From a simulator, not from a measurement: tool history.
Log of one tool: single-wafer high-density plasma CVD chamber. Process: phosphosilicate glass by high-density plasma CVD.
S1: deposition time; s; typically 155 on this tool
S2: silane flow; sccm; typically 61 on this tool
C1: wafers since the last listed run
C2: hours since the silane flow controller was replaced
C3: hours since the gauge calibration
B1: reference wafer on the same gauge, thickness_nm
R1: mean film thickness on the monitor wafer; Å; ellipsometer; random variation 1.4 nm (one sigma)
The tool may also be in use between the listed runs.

run 1 day=0.000 | S1=155 S2=61 | C1=0 C2=3298.1 C3=5.8 | B1=801.268 | R1=9015.90
run 2 day=1.246 | S1=155 S2=61 | C1=250 C2=3328.0 C3=35.7 | B1=801.239 | R1=9013.17
run 3 day=2.567 | S1=155 S2=61 | C1=265 C2=3359.7 C3=67.4 | B1=801.166 | R1=8979.00
run 4 day=3.096 | S1=161 S2=61 | C1=106 C2=3372.4 C3=80.1 | B1=801.331 | R1=9331.60
run 5 day=4.246 | S1=161 S2=61 | C1=230 C2=3400.0 C3=107.7 | B1=800.870 | R1=9318.57
run 6 day=4.775 | S1=161 S2=61 | C1=106 C2=3412.7 C3=120.4 | B1=800.749 | R1=9324.69
run 7 day=5.925 | S1=164 S2=69 | C1=230 C2=3440.3 C3=148.0 | B1=800.947 | R1=10636.17
run 8 day=7.133 | S1=144 S2=61 | C1=242 C2=3469.3 C3=177.0 | B1=801.367 | R1=8326.05
-- day=8.708 silane flow controller replaced
run 9 day=8.729 | S1=144 S2=57 | C1=253 C2=0.5 C3=215.3 | B1=800.854 | R1=8280.73
-- day=9.262 gauge calibrated
run 10 day=9.988 | S1=144 S2=57 | C1=252 C2=30.7 C3=17.4 | B1=801.383 | R1=8286.48
run 11 day=10.888 | S1=161 S2=61 | C1=180 C2=52.3 C3=39.0 | B1=800.396 | R1=9840.20

Run 12 comes next. What will it give?
run 12 day=11.608 | S1=130 S2=53 | C1=144 C2=69.6 C3=56.3 | B1=? | R1=?

B1: 800.462
R1: 6999.49 Å
Take away the tool's hidden state, keep the run-to-run variation as it was, and the same run would have given R1 7031.84 Å.
